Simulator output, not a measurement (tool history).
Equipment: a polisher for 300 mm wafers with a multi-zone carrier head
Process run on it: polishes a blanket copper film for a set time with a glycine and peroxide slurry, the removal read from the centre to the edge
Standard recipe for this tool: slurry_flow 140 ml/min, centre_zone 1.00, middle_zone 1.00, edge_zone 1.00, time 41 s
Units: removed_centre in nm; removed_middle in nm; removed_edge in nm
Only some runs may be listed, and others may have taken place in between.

run	hour	slurry_flow	centre_zone	middle_zone	edge_zone	time	incoming thickness of the incoming film, nm	removed_centre	removed_middle	removed_edge
1	0.0	140	1.00	1.00	1.00	33	1263.2	181.5	187.7	184.2
# hour 30.9: worn pad replaced by a new one
2	33.2	140	1.00	1.00	1.00	33	1282.1	182.5	184.8	182.6
3	66.9	140	1.00	1.00	1.00	33	1275.5	182.5	186.8	184.8
4	84.3	140	0.97	1.00	1.00	30	1251.6	159.3	168.7	166.2
5	97.3	140	0.97	1.00	1.00	30	1255.6	159.0	172.9	167.8
# hour 107.1: worn pad replaced by a new one
# hour 125.7: carrier head's membrane replaced by a new one
6	127.7	140	1.00	1.00	1.00	41	1258.5	225.1	232.6	230.2
# hour 140.5: edge zone pressure recalibrated
7	152.0	140	1.00	1.00	1.00	41	1277.7	225.1	236.5	228.3
# hour 181.2: slurry nozzle cleaned
8	183.4	140	1.00	1.11	1.09	55	1268.3	301.7	333.5	317.5
# hour 191.7: worn pad replaced by a new one
9	215.7	180	1.00	0.90	1.00	41	1274.8	238.8	226.1	235.2
10	232.9	115	1.00	0.91	1.00	41	1283.4	213.5	205.6	219.4
# hour 267.8: worn pad replaced by a new one
11	268.3	165	0.97	1.00	1.00	32	1260.8	177.3	186.3	181.5
# hour 278.3: centre zone pressure recalibrated
12	296.6	140	1.00	1.00	1.00	41	1259.1	225.8	233.3	228.3
13	318.5	140	1.10	1.00	1.00	41	1268.5	249.3	229.6	226.8

Predict the results of run 14:
14	340.0	175	0.94	1.00	1.04	53	1285.9	?	?	?

{"run 14": {"removed_centre": 289.0, "removed_middle": 307.6, "removed_edge": 309.9}}
With no hidden state in the tool, this same run would have given removed_centre 289.0 nm, removed_middle 307.6 nm, removed_edge 309.9 nm.
